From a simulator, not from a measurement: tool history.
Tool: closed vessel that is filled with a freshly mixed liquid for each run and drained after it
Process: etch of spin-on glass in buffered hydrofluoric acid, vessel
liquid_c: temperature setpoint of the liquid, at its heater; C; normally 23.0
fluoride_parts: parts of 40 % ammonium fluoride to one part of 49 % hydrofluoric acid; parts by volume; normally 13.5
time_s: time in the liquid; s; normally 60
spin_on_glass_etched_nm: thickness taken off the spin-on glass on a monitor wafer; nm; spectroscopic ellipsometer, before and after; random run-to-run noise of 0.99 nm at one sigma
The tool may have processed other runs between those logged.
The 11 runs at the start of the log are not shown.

run	hour	liquid_c	fluoride_parts	time_s	wafers since the last listed run	hours since the thermometer was replaced	hours since the hydrofluoric acid flow meter was replaced	hours since the gauge calibration	read-back film thickness of the spin-on glass reference wafer, read on the same gauge (nm)	spin_on_glass_etched_nm
12	258.9	23.0	13.5	50	3468	1362.5	1874.7	1003.6	41.49	129.65
# hour 260.2: gauge calibrated
13	281.0	25.5	13.5	60	2727	1384.6	1896.8	20.8	39.96	172.40
# hour 283.8: thermometer replaced
14	293.9	23.0	11.0	60	1468	10.1	1909.7	33.7	39.93	184.34
15	307.1	27.5	9.0	90	1629	23.3	1922.9	46.9	39.94	409.79
16	322.4	18.5	17.0	35	1888	38.6	1938.2	62.2	39.96	54.36
17	343.0	23.0	13.5	60	2542	59.2	1958.8	82.8	39.97	149.97
18	374.6	23.0	13.5	40	3900	90.8	1990.4	114.4	39.95	99.98
19	396.0	26.0	10.5	60	2641	112.2	2011.8	135.8	39.97	224.43
20	431.4	23.0	13.5	60	4369	147.6	2047.2	171.2	39.98	149.96
21	456.8	23.0	13.5	60	3135	173.0	2072.6	196.6	40.01	150.63
22	482.6	23.0	16.0	30	3184	198.8	2098.4	222.4	39.99	63.97
23	507.6	27.5	8.5	50	3085	223.8	2123.4	247.4	40.05	242.05
24	523.3	23.0	13.5	60	1937	239.5	2139.1	263.1	40.05	151.44
# hour 540.2: hydrofluoric acid flow meter replaced
25	540.7	23.0	13.5	75	2024	256.9	0.5	280.5	40.05	186.67
26	561.4	23.0	13.5	60	2555	277.6	21.2	301.2	40.09	148.85
27	584.1	23.0	13.5	85	2801	300.3	43.9	323.9	40.09	213.40
28	612.3	21.0	8.5	60	3480	328.5	72.1	352.1	40.11	206.36
29	627.7	18.0	13.5	60	1900	343.9	87.5	367.5	40.14	112.87
30	649.1	23.0	10.5	60	2641	365.3	108.9	388.9	40.16	192.75
31	668.7	20.0	13.5	30	2419	384.9	128.5	408.5	40.19	64.02
32	686.0	23.0	18.0	60	2135	402.2	145.8	425.8	40.19	114.07
33	720.7	23.0	8.5	50	4283	436.9	180.5	460.5	40.24	192.19
34	735.6	19.5	16.5	35	1839	451.8	195.4	475.4	40.28	59.09

Each row is a separate what-if for the run after 34, all from the same tool condition, not one after another. Results?
A	736.3	23.0	13.5	60	86	452.5	196.1	476.1	?	?
B	736.3	19.5	13.5	30	86	452.5	196.1	476.1	?	?
C	736.3	24.5	16.0	75	86	452.5	196.1	476.1	?	?

run	read-back film thickness of the spin-on glass reference wafer, read on the same gauge (nm)	spin_on_glass_etched_nm
A	40.27	150.51
B	40.27	61.95
C	40.27	172.84
What these runs would have given with no unlogged condition in the tool:
run	spin_on_glass_etched_nm
A	149.50
B	61.53
C	171.68
